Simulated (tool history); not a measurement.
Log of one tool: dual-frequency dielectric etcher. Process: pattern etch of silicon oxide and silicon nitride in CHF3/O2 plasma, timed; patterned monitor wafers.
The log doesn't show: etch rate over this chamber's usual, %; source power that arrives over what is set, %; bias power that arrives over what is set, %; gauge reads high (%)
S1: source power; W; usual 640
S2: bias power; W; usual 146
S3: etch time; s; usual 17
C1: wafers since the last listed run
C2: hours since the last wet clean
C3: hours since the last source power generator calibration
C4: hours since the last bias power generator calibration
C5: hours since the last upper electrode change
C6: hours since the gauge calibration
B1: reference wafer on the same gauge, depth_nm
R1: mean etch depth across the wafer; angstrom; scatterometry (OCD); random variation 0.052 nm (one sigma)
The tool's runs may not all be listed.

Run 1, hour 0: usual settings; C1 0; C2 271.3; C3 3099.1; C4 2538.7; C5 5079; C6 345.5; B1 31.01. Result: R1 260.8 angstrom.
At hour 12.1: gauge calibrated.
Run 2, hour 19.3: usual settings; C1 264; C2 290.6; C3 3118.4; C4 2558; C5 5098.3; C6 7.2; B1 31. Result: R1 261.8 angstrom.
Run 3, hour 49: usual settings; C1 407; C2 320.3; C3 3148.1; C4 2587.7; C5 5128; C6 36.9; B1 31.01. Result: R1 261.3 angstrom.
Run 4, hour 65.8: usual settings; C1 230; C2 337.1; C3 3164.9; C4 2604.5; C5 5144.8; C6 53.7; B1 30.99. Result: R1 261.8 angstrom.
Run 5, hour 82.2: usual settings; C1 224; C2 353.5; C3 3181.3; C4 2620.9; C5 5161.2; C6 70.1; B1 31.01. Result: R1 262.6 angstrom.
Run 6, hour 113: usual settings; C1 422; C2 384.3; C3 3212.1; C4 2651.7; C5 5192; C6 100.9; B1 31. Result: R1 262.6 angstrom.
Run 7, hour 129.1: usual settings; C1 220; C2 400.4; C3 3228.2; C4 2667.8; C5 5208.1; C6 117; B1 31.01. Result: R1 263.4 angstrom.
Run 8, hour 163.3: usual settings; C1 469; C2 434.6; C3 3262.4; C4 2702; C5 5242.3; C6 151.2; B1 31. Result: R1 263.5 angstrom.
Run 9, hour 178.1: usual settings; C1 203; C2 449.4; C3 3277.2; C4 2716.8; C5 5257.1; C6 166; B1 31. Result: R1 262.7 angstrom.
Run 10, hour 207.1: usual settings; C1 397; C2 478.4; C3 3306.2; C4 2745.8; C5 5286.1; C6 195; B1 31. Result: R1 263.5 angstrom.
Run 11, hour 220.9: usual settings; C1 189; C2 492.2; C3 3320; C4 2759.6; C5 5299.9; C6 208.8; B1 30.99. Result: R1 263.4 angstrom.
Run 12, hour 239.1: usual settings; C1 249; C2 510.4; C3 3338.2; C4 2777.8; C5 5318.1; C6 227; B1 31.01. Result: R1 263.9 angstrom.
Run 13, hour 257.7: usual settings; C1 255; C2 529; C3 3356.8; C4 2796.4; C5 5336.7; C6 245.6; B1 30.99. Result: R1 263.8 angstrom.
Run 14, hour 286.4: usual settings but S1 760 W, S3 21.5 s; C1 393; C2 557.7; C3 3385.5; C4 2825.1; C5 5365.4; C6 274.3; B1 31. Result: R1 366.2 angstrom.
At hour 314.9: upper electrode replaced.
Run 15, hour 315.4: usual settings; C1 68; C2 586.7; C3 3414.5; C4 2854.1; C5 0.5; C6 303.3; B1 31. Result: R1 265 angstrom.
At hour 343.1: wet clean of the chamber.
Run 16, hour 343.6: usual settings but S2 126 W, S3 14.5 s; C1 57; C2 0.5; C3 3442.7; C4 2882.3; C5 28.7; C6 331.5; B1 30.99. Result: R1 207.3 angstrom.
Run 17, hour 359.4: usual settings; C1 216; C2 16.3; C3 3458.5; C4 2898.1; C5 44.5; C6 347.3; B1 31. Result: R1 248.3 angstrom.
At hour 364.9: gauge calibrated.
At hour 397.7: source power generator calibrated.
Run 18, hour 398.2: usual settings but S1 690 W, S2 176 W; C1 477; C2 55.1; C3 0.5; C4 2936.9; C5 83.3; C6 33.3; B1 31. Result: R1 267.4 angstrom.
At hour 403.3: bias power generator calibrated.
At hour 431.5: wet clean of the chamber, repeated, since the last time left the tool worse.
Run 19, hour 432: usual settings but S1 580 W, S2 111 W; C1 79; C2 0.5; C3 34.3; C4 28.7; C5 117.1; C6 67.1; B1 30.99. Result: R1 236.7 angstrom.
Run 20, hour 449.8: usual settings but S3 19 s; C1 244; C2 18.3; C3 52.1; C4 46.5; C5 134.9; C6 84.9; B1 31. Result: R1 289.3 angstrom.
Run 21, hour 477.2: usual settings; C1 375; C2 45.7; C3 79.5; C4 73.9; C5 162.3; C6 112.3; B1 31. Result: R1 259.1 angstrom.
Run 22, hour 492.9: usual settings but S3 21.5 s; C1 215; C2 61.4; C3 95.2; C4 89.6; C5 178; C6 128; B1 30.99. Result: R1 330.3 angstrom.
Run 23, hour 516.6: usual settings; C1 325; C2 85.1; C3 118.9; C4 113.3; C5 201.7; C6 151.7; B1 31.01. Result: R1 259.7 angstrom.
Run 24, hour 551.1: usual settings; C1 473; C2 119.6; C3 153.4; C4 147.8; C5 236.2; C6 186.2; B1 30.99. Result: R1 260.8 angstrom.
Run 25, hour 570.9: usual settings but S2 168 W; C1 271; C2 139.4; C3 173.2; C4 167.6; C5 256; C6 206; B1 31. Result: R1 266.5 angstrom.
Run 26, hour 600.9: usual settings; C1 411; C2 169.4; C3 203.2; C4 197.6; C5 286; C6 236; B1 31. Result: R1 261.1 angstrom.
Run 27, hour 636: usual settings but S1 590 W, S2 116 W; C1 481; C2 204.5; C3 238.3; C4 232.7; C5 321.1; C6 271.1; B1 30.99. Result: R1 241.5 angstrom.

Forecast each of these 3 alternatives for the next run:
Run A, hour 636.4: usual settings; C1 5; C2 204.9; C3 238.7; C4 233.1; C5 321.5; C6 271.5; B1 ?. Result: R1 ?.
Run B, hour 636.4: usual settings but S1 770 W, S2 158 W, S3 21.5 s; C1 5; C2 204.9; C3 238.7; C4 233.1; C5 321.5; C6 271.5; B1 ?. Result: R1 ?.
Run C, hour 636.4: usual settings but S1 700 W, S3 21.5 s; C1 5; C2 204.9; C3 238.7; C4 233.1; C5 321.5; C6 271.5; B1 ?. Result: R1 ?.

run     B1     R1
  A  30.99  262.1
  B  30.99  369.9
  C  30.99  347.7
Without the tool's hidden state the same runs would have given:
run     R1
  A  259.7
  B  366.6
  C  344.6
